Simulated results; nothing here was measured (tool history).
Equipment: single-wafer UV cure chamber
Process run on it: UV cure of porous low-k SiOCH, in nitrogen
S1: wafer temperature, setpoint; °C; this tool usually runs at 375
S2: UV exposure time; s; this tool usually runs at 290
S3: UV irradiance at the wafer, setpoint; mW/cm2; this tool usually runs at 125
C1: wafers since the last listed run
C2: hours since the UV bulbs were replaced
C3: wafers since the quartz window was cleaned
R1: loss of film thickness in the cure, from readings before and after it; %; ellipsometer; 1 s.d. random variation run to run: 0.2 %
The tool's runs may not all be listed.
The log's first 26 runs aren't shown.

run    hour   S1   S2   S3   C1     C2    C3      R1
 27   742.6  375  290  125  230  267.2  1758  14.201
 28   771.3  375  290   91   93  295.9  1851  12.418
 29   786.1  389  400  138   48  310.7  1900  16.513
 30   820.9  375  290  125  113  345.5  2013  13.705
 31   843.7  375  290  125   74  368.3  2087  13.937
      873.3  -- quartz window cleaned
 32   873.8  375  290  125   71  398.4     1  13.901
 33   887.6  382  200   99   44  412.2    46  10.657
 34   900.5  391  125  115   41  425.1    88   9.544
 35   913.2  393  410   97   41  437.8   129   14.44
 36   940.5  382  365   99   88  465.1   218  13.817
 37   969.6  375  290  125   94  494.2   313  13.748
 38   987.3  389  290  125   57  511.9   371  13.748
 39  1006.6  375  365  112   62  531.2   433  13.971
 40  1041.3  387  455  113  112  565.9   546  15.915
 41  1054.6  375  290  125   43  579.2   590  13.426
 42  1078.5  391  465  139   77  603.1   667  17.003
 43  1109.9  375  120  141  102  634.5   770   9.501
 44  1126.1  375  335  125   52  650.7   822  14.184

What if the next run were any one of these 4? Each begins from the tool's condition after run 44:
  A  1126.6  375  290  125   1  651.2  824   ?
  B  1126.6  375  445  125   1  651.2  824   ?
  C  1126.6  375  290  149   1  651.2  824   ?
  D  1126.6  384  335  125   1  651.2  824   ?

run      R1
  A  13.032
  B  15.234
  C  13.925
  D  13.952
What these runs would have given with no unlogged condition in the tool:
run      R1
  A  14.898
  B  17.156
  C  15.818
  D  15.847
